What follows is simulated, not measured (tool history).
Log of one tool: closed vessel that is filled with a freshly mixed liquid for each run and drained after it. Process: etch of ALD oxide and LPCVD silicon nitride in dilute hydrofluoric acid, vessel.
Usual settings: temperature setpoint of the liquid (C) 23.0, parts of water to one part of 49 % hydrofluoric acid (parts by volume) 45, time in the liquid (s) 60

run   hour  temperature setpoint of the liquid (C)  parts of water to one part of 49 % hydrofluoric acid (parts by volume)  time in the liquid (s)  wafers since the last listed run  hours since the thermometer was replaced  hours since the hydrofluoric acid flow meter was replaced  hours since the gauge calibration  read-back film thickness of the ALD oxide reference wafer, read on the same gauge (nm)  read-back film thickness of the LPCVD silicon nitride reference wafer, read on the same gauge (nm)  thickness taken off the ALD oxide on a monitor wafer (Å)  thickness taken off the LPCVD silicon nitride on a monitor wafer (Å)
  1    0.0                                    23.0                                                                      45                      60                                 0                                    1179.3                                                      587.6                              117.1                                                                                  139.99                                                                                             130.010                                                     314.2                                                                  6.84
  2   16.1                                    23.0                                                                      45                      60                              1515                                    1195.4                                                      603.7                              133.2                                                                                  140.05                                                                                             129.982                                                     315.0                                                                  7.55
  3   28.9                                    23.0                                                                      45                      60                              1204                                    1208.2                                                      616.5                              146.0                                                                                  139.98                                                                                             130.009                                                     315.4                                                                  7.12
  4   40.1                                    23.0                                                                      45                      60                              1053                                    1219.4                                                      627.7                              157.2                                                                                  139.99                                                                                             129.987                                                     314.9                                                                  7.09
  5   54.8                                    23.0                                                                      45                      60                              1383                                    1234.1                                                      642.4                              171.9                                                                                  139.98                                                                                             130.010                                                     314.4                                                                  6.90
  6   62.2                                    23.0                                                                      45                      60                               696                                    1241.5                                                      649.8                              179.3                                                                                  140.04                                                                                             129.954                                                     317.1                                                                  7.68
  7   75.8                                    23.0                                                                      45                      60                              1279                                    1255.1                                                      663.4                              192.9                                                                                  140.00                                                                                             129.986                                                     316.5                                                                  7.30
  8   82.1                                    23.0                                                                      45                      60                               592                                    1261.4                                                      669.7                              199.2                                                                                  139.98                                                                                             130.018                                                     318.2                                                                  7.27
  9   88.5                                    23.0                                                                      45                      60                               602                                    1267.8                                                      676.1                              205.6                                                                                  139.99                                                                                             130.006                                                     318.6                                                                  7.58
 10  103.3                                    25.0                                                                      60                      60                              1392                                    1282.6                                                      690.9                              220.4                                                                                  140.04                                                                                             129.983                                                     253.1                                                                  6.08
     114.2  -- gauge calibrated
 11  118.4                                    18.0                                                                      55                      35                              1420                                    1297.7                                                      706.0                                4.2                                                                                  140.01                                                                                             129.990                                                     122.3                                                                  2.55
 12  130.6                                    24.5                                                                      50                      35                              1148                                    1309.9                                                      718.2                               16.4                                                                                  140.01                                                                                             130.014                                                     176.6                                                                  4.17
     135.3  -- hydrofluoric acid flow meter replaced
 13  145.5                                    21.0                                                                      35                      40                              1308                                    1324.8                                                       10.2                               31.3                                                                                  139.98                                                                                             129.994                                                     245.0                                                                  5.35
 14  159.5                                    23.0                                                                      45                      60                              1317                                    1338.8                                                       24.2                               45.3                                                                                  139.99                                                                                             130.020                                                     307.7                                                                  6.85
 15  172.4                                    23.0                                                                      45                      60                              1213                                    1351.7                                                       37.1                               58.2                                                                                  140.02                                                                                             130.011                                                     307.7                                                                  6.74
     180.9  -- thermometer replaced
 16  183.0                                    26.5                                                                      50                      90                               903                                       2.1                                                       47.7                               68.8                                                                                  140.01                                                                                             129.981                                                     437.9                                                                 11.20
 17  189.2                                    25.5                                                                      55                      30                               583                                       8.3                                                       53.9                               75.0                                                                                  140.01                                                                                             129.995                                                     127.1                                                                  2.67
 18  199.2                                    21.5                                                                      60                      75                               941                                      18.3                                                       63.9                               85.0                                                                                  139.98                                                                                             130.006                                                     245.9                                                                  5.19
 19  215.3                                    23.0                                                                      50                      90                              1515                                      34.4                                                       80.0                              101.1                                                                                  139.98                                                                                             130.017                                                     382.2                                                                  9.11
 20  231.2                                    21.5                                                                      60                      75                              1496                                      50.3                                                       95.9                              117.0                                                                                  139.99                                                                                             130.009                                                     245.1                                                                  5.26

Forecast each of these 3 alternatives for the next run:
  A  231.9                                    23.0                                                                      45                      45                                65                                      51.0                                                       96.6                              117.7                                                                                       ?                                                                                                   ?                                                         ?                                                                     ?
  B  231.9                                    23.0                                                                      60                      45                                65                                      51.0                                                       96.6                              117.7                                                                                       ?                                                                                                   ?                                                         ?                                                                     ?
  C  231.9                                    20.0                                                                      45                      90                                65                                      51.0                                                       96.6                              117.7                                                                                       ?                                                                                                   ?                                                         ?                                                                     ?

run  read-back film thickness of the ALD oxide reference wafer, read on the same gauge (nm)  read-back film thickness of the LPCVD silicon nitride reference wafer, read on the same gauge (nm)  thickness taken off the ALD oxide on a monitor wafer (Å)  thickness taken off the LPCVD silicon nitride on a monitor wafer (Å)
  A                                                                                  140.02                                                                                             130.026                                                     213.1                                                                  4.59
  B                                                                                  140.02                                                                                             130.026                                                     156.8                                                                  3.46
  C                                                                                  140.02                                                                                             130.026                                                     375.7                                                                  7.47
Without the tool's hidden state the same runs would have given:
run  thickness taken off the ALD oxide on a monitor wafer (Å)  thickness taken off the LPCVD silicon nitride on a monitor wafer (Å)
  A                                                     209.6                                                                  4.49
  B                                                     154.2                                                                  3.39
  C                                                     369.4                                                                  7.31

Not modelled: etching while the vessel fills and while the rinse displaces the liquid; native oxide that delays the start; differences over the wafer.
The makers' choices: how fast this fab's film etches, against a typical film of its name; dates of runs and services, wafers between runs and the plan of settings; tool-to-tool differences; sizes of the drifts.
